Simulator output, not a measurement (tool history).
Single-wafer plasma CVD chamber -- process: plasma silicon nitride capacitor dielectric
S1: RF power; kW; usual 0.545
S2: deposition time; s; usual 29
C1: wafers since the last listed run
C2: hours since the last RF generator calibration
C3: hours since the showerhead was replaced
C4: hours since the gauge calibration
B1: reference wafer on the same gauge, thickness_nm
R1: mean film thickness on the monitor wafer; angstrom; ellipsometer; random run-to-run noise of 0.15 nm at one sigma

run 1 hour=0 | S1=0.545 S2=29 | C1=0 C2=764 C3=5922.7 C4=1009.5 | B1=41.686 | R1=429.74
run 2 hour=46.1 | S1=0.545 S2=29 | C1=706 C2=810.1 C3=5968.8 C4=1055.6 | B1=41.715 | R1=433.73
-- hour=55 RF generator calibrated
run 3 hour=134 | S1=0.545 S2=30.8 | C1=1224 C2=79 C3=6056.7 C4=1143.5 | B1=41.7 | R1=462.44
-- hour=229.1 gauge calibrated
run 4 hour=247.6 | S1=0.545 S2=29 | C1=1740 C2=192.6 C3=6170.3 C4=18.5 | B1=41.683 | R1=435.35
run 5 hour=350.2 | S1=0.545 S2=29 | C1=1572 C2=295.2 C3=6272.9 C4=121.1 | B1=41.689 | R1=431.5
run 6 hour=437.8 | S1=0.545 S2=29 | C1=1342 C2=382.8 C3=6360.5 C4=208.7 | B1=41.718 | R1=436.1
run 7 hour=499.4 | S1=0.545 S2=29 | C1=943 C2=444.4 C3=6422.1 C4=270.3 | B1=41.725 | R1=433.37
run 8 hour=561.5 | S1=0.545 S2=29 | C1=951 C2=506.5 C3=6484.2 C4=332.4 | B1=41.661 | R1=430.81
run 9 hour=633.5 | S1=0.545 S2=29 | C1=1103 C2=578.5 C3=6556.2 C4=404.4 | B1=41.702 | R1=430.5
run 10 hour=696.8 | S1=0.515 S2=29 | C1=969 C2=641.8 C3=6619.5 C4=467.7 | B1=41.687 | R1=423.39
run 11 hour=786.5 | S1=0.515 S2=29 | C1=1374 C2=731.5 C3=6709.2 C4=557.4 | B1=41.705 | R1=422.92
run 12 hour=838.9 | S1=0.515 S2=29 | C1=802 C2=783.9 C3=6761.6 C4=609.8 | B1=41.705 | R1=425.29
-- hour=851 RF generator calibrated
run 13 hour=924 | S1=0.51 S2=26.3 | C1=1181 C2=73 C3=6846.7 C4=694.9 | B1=41.703 | R1=389.26
run 14 hour=1024.3 | S1=0.545 S2=26.4 | C1=1536 C2=173.3 C3=6947 C4=795.2 | B1=41.714 | R1=397.52
run 15 hour=1121.7 | S1=0.545 S2=29 | C1=1492 C2=270.7 C3=7044.4 C4=892.6 | B1=41.711 | R1=436.38
run 16 hour=1221.5 | S1=0.545 S2=29 | C1=1529 C2=370.5 C3=7144.2 C4=992.4 | B1=41.71 | R1=435.86
run 17 hour=1312 | S1=0.585 S2=29 | C1=1386 C2=461 C3=7234.7 C4=1082.9 | B1=41.712 | R1=437.8
run 18 hour=1386.2 | S1=0.645 S2=27.2 | C1=1136 C2=535.2 C3=7308.9 C4=1157.1 | B1=41.718 | R1=420.64
-- hour=1422.9 gauge calibrated
run 19 hour=1424.9 | S1=0.495 S2=23.3 | C1=592 C2=573.9 C3=7347.6 C4=2 | B1=41.672 | R1=339.86
run 20 hour=1462.3 | S1=0.545 S2=29 | C1=573 C2=611.3 C3=7385 C4=39.4 | B1=41.692 | R1=431.02
-- hour=1473.4 showerhead replaced
run 21 hour=1504.1 | S1=0.545 S2=29 | C1=517 C2=653.1 C3=30.7 C4=81.2 | B1=41.701 | R1=430.84
run 22 hour=1558.4 | S1=0.545 S2=27 | C1=832 C2=707.4 C3=85 C4=135.5 | B1=41.712 | R1=401.05
run 23 hour=1643 | S1=0.545 S2=33.2 | C1=1296 C2=792 C3=169.6 C4=220.1 | B1=41.716 | R1=493.84
-- hour=1800.8 RF generator calibrated
run 24 hour=1937.8 | S1=0.515 S2=29 | C1=4394 C2=137 C3=464.4 C4=514.9 | B1=41.703 | R1=432.03
run 25 hour=2002 | S1=0.515 S2=30.6 | C1=983 C2=201.2 C3=528.6 C4=579.1 | B1=41.676 | R1=455.23
run 26 hour=2310 | S1=0.545 S2=32.6 | C1=4719 C2=509.2 C3=836.6 C4=887.1 | B1=41.704 | R1=483.96
run 27 hour=2370.7 | S1=0.44 S2=32.8 | C1=930 C2=569.9 C3=897.3 C4=947.8 | B1=41.698 | R1=468.22
run 28 hour=2428.8 | S1=0.545 S2=33.3 | C1=890 C2=628 C3=955.4 C4=1005.9 | B1=41.696 | R1=496.75

Here are 4 independent what-if runs from the current tool condition. What would each one return?
run A hour=2429.2 | S1=0.545 S2=29 | C1=6 C2=628.4 C3=955.8 C4=1006.3 | B1=? | R1=?
run B hour=2429.2 | S1=0.545 S2=27.5 | C1=6 C2=628.4 C3=955.8 C4=1006.3 | B1=? | R1=?
run C hour=2429.2 | S1=0.58 S2=26.1 | C1=6 C2=628.4 C3=955.8 C4=1006.3 | B1=? | R1=?
run D hour=2429.2 | S1=0.58 S2=27.3 | C1=6 C2=628.4 C3=955.8 C4=1006.3 | B1=? | R1=?

run=A B1=41.699 R1=431.17
run=B B1=41.699 R1=408.87
run=C B1=41.699 R1=393.32
run=D B1=41.699 R1=411.4
Had the tool no hidden state, the same runs would have come out as:
run=A R1=437.22
run=B R1=414.6
run=C R1=398.83
run=D R1=417.17
